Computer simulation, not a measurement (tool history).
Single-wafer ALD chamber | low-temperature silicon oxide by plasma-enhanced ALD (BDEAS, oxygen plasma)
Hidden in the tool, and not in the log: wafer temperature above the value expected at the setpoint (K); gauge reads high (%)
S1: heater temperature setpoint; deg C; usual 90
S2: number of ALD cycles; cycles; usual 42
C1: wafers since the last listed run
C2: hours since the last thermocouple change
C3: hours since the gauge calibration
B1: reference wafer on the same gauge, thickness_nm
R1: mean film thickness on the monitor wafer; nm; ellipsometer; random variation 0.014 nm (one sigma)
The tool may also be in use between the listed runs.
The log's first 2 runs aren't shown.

run,day,S1,S2,C1,C2,C3,B1,R1
# day 0.617: gauge calibrated
3,1.092,90,42,132,1672.5,11.4,6.632,5.76
4,1.542,90,42,85,1683.3,22.2,6.636,5.765
5,2.254,96,42,134,1700.4,39.3,6.628,5.601
6,2.675,96,42,79,1710.5,49.4,6.639,5.619
7,3.208,96,42,100,1723.3,62.2,6.633,5.628
8,3.779,100,42,107,1737,75.9,6.642,5.567
9,4.221,100,42,83,1747.6,86.5,6.644,5.537
10,4.546,100,42,61,1755.4,94.3,6.643,5.56
11,4.804,94,45,48,1761.6,100.5,6.645,6.083
12,5.208,90,42,76,1771.3,110.2,6.641,5.752
13,5.567,90,38,67,1779.9,118.8,6.641,5.212
14,5.954,90,38,73,1789.2,128.1,6.654,5.205
15,6.467,102,42,96,1801.5,140.4,6.65,5.525
16,7.108,102,42,121,1816.9,155.8,6.662,5.534
17,7.754,98,37,122,1832.4,171.3,6.664,4.949

Run 18 comes next. What will it give?
# day 8.621: thermocouple changed; heater temperature recalibrated
18,8.642,80,36,104,0.5,192.6,?,?

{"run 18": {"B1": 6.668, "R1": 5.154}}
Without the tool's hidden state the same run would have given R1 5.121 nm.
